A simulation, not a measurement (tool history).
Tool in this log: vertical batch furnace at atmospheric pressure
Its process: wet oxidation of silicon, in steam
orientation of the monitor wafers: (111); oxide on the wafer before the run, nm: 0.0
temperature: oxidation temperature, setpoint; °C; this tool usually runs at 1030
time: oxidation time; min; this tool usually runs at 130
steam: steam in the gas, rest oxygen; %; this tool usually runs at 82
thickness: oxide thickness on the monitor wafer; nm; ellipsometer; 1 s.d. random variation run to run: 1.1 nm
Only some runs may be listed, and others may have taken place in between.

| run | hour | temperature | time | steam | wafers since the last listed run | hours since the last temperature calibration | hours since the steam generator was serviced | hours since the gauge calibration | read-back reference wafer on the same gauge, thickness | thickness |
|---|---|---|---|---|---|---|---|---|---|---|
| 1 | 0.0 | 1048 | 130 | 82 | 0 | 3614.9 | 1693.1 | 86.5 | 609.48 | 741.87 |
| 2 | 20.2 | 1048 | 130 | 82 | 158 | 3635.1 | 1713.3 | 106.7 | 608.87 | 741.86 |
| 3 | 32.0 | 1030 | 130 | 82 | 92 | 3646.9 | 1725.1 | 118.5 | 608.77 | 692.20 |
|  | 65.9 | thermocouples replaced and temperature profile calibrated |
| 4 | 66.4 | 1030 | 130 | 82 | 81 | 0.5 | 1759.5 | 152.9 | 609.25 | 690.36 |
| 5 | 72.7 | 1030 | 130 | 82 | 49 | 6.8 | 1765.8 | 159.2 | 608.92 | 690.21 |
|  | 99.6 | steam generator serviced |
| 6 | 100.1 | 1030 | 130 | 82 | 26 | 34.2 | 0.5 | 186.6 | 609.10 | 717.56 |
| 7 | 106.4 | 1030 | 130 | 82 | 49 | 40.5 | 6.8 | 192.9 | 608.61 | 717.67 |
| 8 | 123.6 | 1019 | 164 | 93 | 134 | 57.7 | 24.0 | 210.1 | 609.11 | 836.84 |
|  | 134.1 | gauge calibrated |
| 9 | 143.4 | 1030 | 130 | 82 | 154 | 77.5 | 43.8 | 9.3 | 609.10 | 716.80 |
| 10 | 170.1 | 1011 | 130 | 82 | 208 | 104.2 | 70.5 | 36.0 | 609.15 | 660.26 |
| 11 | 180.4 | 1030 | 85 | 71 | 80 | 114.5 | 80.8 | 46.3 | 608.86 | 520.27 |
| 12 | 189.7 | 1052 | 130 | 90 | 72 | 123.8 | 90.1 | 55.6 | 609.00 | 818.68 |
| 13 | 200.7 | 1054 | 130 | 82 | 86 | 134.8 | 101.1 | 66.6 | 609.22 | 788.53 |
| 14 | 218.0 | 1030 | 130 | 82 | 135 | 152.1 | 118.4 | 83.9 | 609.00 | 715.29 |

Forecast each of these 5 alternatives for the next run:
| A | 224.4 | 1049 | 130 | 82 | 50 | 158.5 | 124.8 | 90.3 | ? | ? |
| B | 224.4 | 1010 | 130 | 73 | 50 | 158.5 | 124.8 | 90.3 | ? | ? |
| C | 224.4 | 1012 | 89 | 82 | 50 | 158.5 | 124.8 | 90.3 | ? | ? |
| D | 224.4 | 1046 | 130 | 86 | 50 | 158.5 | 124.8 | 90.3 | ? | ? |
| E | 224.4 | 1043 | 171 | 91 | 50 | 158.5 | 124.8 | 90.3 | ? | ? |

| run | read-back reference wafer on the same gauge, thickness | thickness |
|---|---|---|
| A | 609.22 | 771.21 |
| B | 609.22 | 613.56 |
| C | 609.22 | 531.28 |
| D | 609.22 | 782.72 |
| E | 609.22 | 926.99 |
Without the tool's unlogged condition, the same runs would have read:
| run | thickness |
|---|---|
| A | 773.43 |
| B | 615.43 |
| C | 532.93 |
| D | 784.97 |
| E | 929.64 |
